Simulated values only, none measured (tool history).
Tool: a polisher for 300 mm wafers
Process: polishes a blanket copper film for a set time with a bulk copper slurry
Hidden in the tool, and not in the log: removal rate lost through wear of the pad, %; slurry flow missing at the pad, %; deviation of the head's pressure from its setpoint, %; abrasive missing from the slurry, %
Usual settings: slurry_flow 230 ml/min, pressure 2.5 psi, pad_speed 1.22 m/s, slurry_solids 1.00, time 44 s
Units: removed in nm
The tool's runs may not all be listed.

| run | hour | slurry_flow | pressure | pad_speed | slurry_solids | time | wafers since the last listed run | wafers polished on this pad | hours since the slurry nozzle was cleaned | hours since the head pressure was calibrated | hours since the slurry blender was calibrated | incoming thickness of the incoming film, nm | removed |
|---|---|---|---|---|---|---|---|---|---|---|---|---|---|
| 1 | 0.0 | 230 | 2.5 | 1.22 | 1.00 | 44 | 0 | 691 | 640.5 | 695.2 | 292.9 | 4216.8 | 416.9 |
| 2 | 9.1 | 230 | 2.5 | 1.22 | 1.00 | 44 | 120 | 811 | 649.6 | 704.3 | 302.0 | 4203.5 | 419.9 |
|  | 43.2 | worn pad replaced by a new one |
| 3 | 57.7 | 230 | 2.5 | 1.22 | 1.00 | 44 | 590 | 191 | 698.2 | 752.9 | 350.6 | 4152.3 | 414.4 |
| 4 | 70.4 | 230 | 2.9 | 1.22 | 1.00 | 44 | 168 | 360 | 710.9 | 765.6 | 363.3 | 4201.4 | 471.5 |
| 5 | 84.9 | 230 | 2.9 | 1.22 | 1.00 | 44 | 192 | 552 | 725.4 | 780.1 | 377.8 | 4163.2 | 481.1 |
| 6 | 91.5 | 230 | 2.9 | 1.22 | 1.00 | 44 | 87 | 639 | 732.0 | 786.7 | 384.4 | 4248.1 | 471.8 |
| 7 | 98.3 | 230 | 2.5 | 1.48 | 1.00 | 44 | 90 | 729 | 738.8 | 793.5 | 391.2 | 4174.8 | 493.4 |
| 8 | 108.3 | 230 | 2.5 | 1.48 | 1.00 | 44 | 132 | 862 | 748.8 | 803.5 | 401.2 | 4222.7 | 491.3 |
| 9 | 116.4 | 195 | 2.5 | 1.22 | 1.00 | 35 | 107 | 969 | 756.9 | 811.6 | 409.3 | 4263.2 | 321.3 |
| 10 | 130.6 | 195 | 2.5 | 1.22 | 1.00 | 35 | 188 | 1157 | 771.1 | 825.8 | 423.5 | 4214.8 | 324.4 |
|  | 134.2 | slurry nozzle cleaned |
|  | 143.4 | worn pad replaced by a new one |
|  | 145.1 | slurry blender recalibrated |
| 11 | 146.9 | 230 | 2.5 | 1.22 | 1.00 | 53 | 127 | 24 | 12.7 | 842.1 | 1.8 | 4160.5 | 538.1 |
|  | 153.8 | head pressure recalibrated |
| 12 | 187.2 | 230 | 2.5 | 1.22 | 1.00 | 44 | 507 | 531 | 53.0 | 33.4 | 42.1 | 4224.8 | 441.9 |
| 13 | 195.5 | 285 | 2.5 | 1.22 | 1.00 | 44 | 109 | 641 | 61.3 | 41.7 | 50.4 | 4209.0 | 453.8 |
| 14 | 205.7 | 230 | 2.5 | 1.22 | 1.00 | 44 | 135 | 776 | 71.5 | 51.9 | 60.6 | 4138.8 | 438.3 |
| 15 | 213.1 | 230 | 2.5 | 1.22 | 1.00 | 44 | 98 | 874 | 78.9 | 59.3 | 68.0 | 4211.5 | 437.8 |
| 16 | 222.0 | 280 | 3.0 | 1.22 | 1.00 | 44 | 117 | 992 | 87.8 | 68.2 | 76.9 | 4212.7 | 528.9 |
|  | 230.2 | worn pad replaced by a new one |
| 17 | 230.7 | 230 | 2.5 | 1.22 | 1.00 | 34 | 62 | 6 | 96.5 | 76.9 | 85.6 | 4260.7 | 345.0 |
| 18 | 237.9 | 230 | 3.1 | 0.90 | 1.00 | 50 | 95 | 102 | 103.7 | 84.1 | 92.8 | 4240.2 | 452.3 |
| 19 | 253.7 | 295 | 2.5 | 1.22 | 1.00 | 52 | 209 | 311 | 119.5 | 99.9 | 108.6 | 4197.7 | 530.8 |
| 20 | 265.0 | 230 | 2.5 | 1.22 | 1.00 | 44 | 149 | 461 | 130.8 | 111.2 | 119.9 | 4190.5 | 438.9 |
| 21 | 273.1 | 230 | 2.8 | 1.22 | 0.90 | 44 | 107 | 568 | 138.9 | 119.3 | 128.0 | 4290.3 | 467.8 |
| 22 | 301.0 | 230 | 2.5 | 1.62 | 1.00 | 44 | 369 | 937 | 166.8 | 147.2 | 155.9 | 4199.6 | 567.9 |
| 23 | 308.3 | 165 | 2.5 | 1.02 | 1.25 | 44 | 96 | 1034 | 174.1 | 154.5 | 163.2 | 4197.7 | 380.5 |
| 24 | 325.8 | 230 | 2.5 | 1.22 | 1.00 | 44 | 231 | 1266 | 191.6 | 172.0 | 180.7 | 4207.7 | 435.2 |
|  | 331.7 | worn pad replaced by a new one |
| 25 | 333.2 | 160 | 2.5 | 1.54 | 1.00 | 44 | 45 | 20 | 199.0 | 179.4 | 188.1 | 4162.0 | 512.0 |
| 26 | 379.2 | 230 | 2.1 | 0.96 | 1.25 | 58 | 609 | 629 | 245.0 | 225.4 | 234.1 | 4238.1 | 421.4 |
| 27 | 391.4 | 230 | 2.5 | 1.22 | 1.00 | 44 | 161 | 791 | 257.2 | 237.6 | 246.3 | 4260.1 | 425.0 |
| 28 | 397.4 | 230 | 2.5 | 1.00 | 1.00 | 33 | 79 | 870 | 263.2 | 243.6 | 252.3 | 4288.1 | 271.2 |
| 29 | 404.0 | 230 | 2.5 | 1.22 | 1.00 | 44 | 87 | 958 | 269.8 | 250.2 | 258.9 | 4151.3 | 425.0 |
| 30 | 416.7 | 230 | 3.3 | 1.22 | 1.00 | 34 | 168 | 1126 | 282.5 | 262.9 | 271.6 | 4197.7 | 427.1 |

Forecast each of these 4 alternatives for the next run:
| A | 417.1 | 230 | 3.4 | 1.22 | 1.00 | 44 | 5 | 1131 | 282.9 | 263.3 | 272.0 | 4162.8 | ? |
| B | 417.1 | 270 | 1.9 | 1.22 | 1.00 | 36 | 5 | 1131 | 282.9 | 263.3 | 272.0 | 4162.8 | ? |
| C | 417.1 | 160 | 2.5 | 1.62 | 0.85 | 52 | 5 | 1131 | 282.9 | 263.3 | 272.0 | 4162.8 | ? |
| D | 417.1 | 270 | 3.4 | 1.22 | 1.15 | 44 | 5 | 1131 | 282.9 | 263.3 | 272.0 | 4162.8 | ? |

| run | removed |
|---|---|
| A | 564.2 |
| B | 287.1 |
| C | 599.6 |
| D | 601.2 |
Without the tool's hidden state the same runs would have given:
| run | removed |
|---|---|
| A | 584.0 |
| B | 296.0 |
| C | 627.3 |
| D | 619.7 |

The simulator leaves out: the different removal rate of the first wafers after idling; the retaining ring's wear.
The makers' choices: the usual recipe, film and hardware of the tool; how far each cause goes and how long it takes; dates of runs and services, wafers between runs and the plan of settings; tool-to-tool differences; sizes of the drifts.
